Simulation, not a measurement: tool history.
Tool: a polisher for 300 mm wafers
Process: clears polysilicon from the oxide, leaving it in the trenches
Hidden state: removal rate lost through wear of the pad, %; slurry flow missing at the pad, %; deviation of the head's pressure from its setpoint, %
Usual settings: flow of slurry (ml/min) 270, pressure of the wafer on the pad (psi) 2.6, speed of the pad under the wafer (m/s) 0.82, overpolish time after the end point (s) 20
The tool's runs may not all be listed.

| run | hour | flow of slurry (ml/min) | pressure of the wafer on the pad (psi) | speed of the pad under the wafer (m/s) | overpolish time after the end point (s) | wafers since the last listed run | wafers polished on this pad | hours since the slurry nozzle was cleaned | hours since the head pressure was calibrated | incoming thickness of the incoming film, nm | time until the end point was called (s) |
|---|---|---|---|---|---|---|---|---|---|---|---|
| 1 | 0 | 270 | 2.6 | 0.82 | 20 | 0 | 2049 | 396.8 | 203.6 | 495.6 | 38.6 |
| 2 | 65.2 | 270 | 2.6 | 0.82 | 20 | 1065 | 3115 | 462 | 268.8 | 486.3 | 37.7 |
|  | 76.2 | worn pad replaced by a new one |
| 3 | 134.4 | 270 | 2.6 | 0.82 | 20 | 1065 | 951 | 531.2 | 338 | 486.2 | 37.8 |
|  | 141 | slurry nozzle cleaned |
| 4 | 191 | 235 | 2.6 | 0.82 | 20 | 908 | 1859 | 50 | 394.6 | 488.5 | 38.3 |
| 5 | 253.3 | 270 | 2.6 | 0.82 | 20 | 1018 | 2877 | 112.3 | 456.9 | 495.2 | 37.8 |
|  | 281.2 | worn pad replaced by a new one |
| 6 | 283.5 | 270 | 2.6 | 0.82 | 20 | 428 | 36 | 142.5 | 487.1 | 484 | 37.8 |
| 7 | 333.7 | 270 | 2.6 | 0.82 | 20 | 820 | 857 | 192.7 | 537.3 | 496.9 | 38.7 |
| 8 | 402.1 | 325 | 2.3 | 0.82 | 20 | 1117 | 1974 | 261.1 | 605.7 | 492.1 | 43.4 |
| 9 | 468.7 | 325 | 2.3 | 0.82 | 20 | 1088 | 3063 | 327.7 | 672.3 | 491.5 | 42.8 |
|  | 495.3 | worn pad replaced by a new one |
| 10 | 498.7 | 325 | 2.3 | 0.82 | 20 | 424 | 56 | 357.7 | 702.3 | 487.2 | 42.2 |
| 11 | 528.8 | 270 | 2.6 | 0.82 | 20 | 491 | 547 | 387.8 | 732.4 | 492.7 | 38 |
| 12 | 561.2 | 270 | 2.6 | 0.82 | 20 | 529 | 1077 | 420.2 | 764.8 | 497.5 | 38.6 |
|  | 580.8 | head pressure recalibrated |
| 13 | 619.4 | 270 | 2.6 | 0.82 | 20 | 918 | 1995 | 478.4 | 38.6 | 486 | 37.4 |
| 14 | 666 | 270 | 2.6 | 1.02 | 30 | 761 | 2757 | 525 | 85.2 | 497.1 | 31 |

Forecast run 15:
|  | 706 | worn pad replaced by a new one |
| 15 | 723.1 | 270 | 2.6 | 0.64 | 24 | 867 | 279 | 582.1 | 142.3 | 488.7 | ? |

time until the end point was called (s): 48.6
Without the tool's hidden state the same run would have given time until the end point was called (s) 48.6.
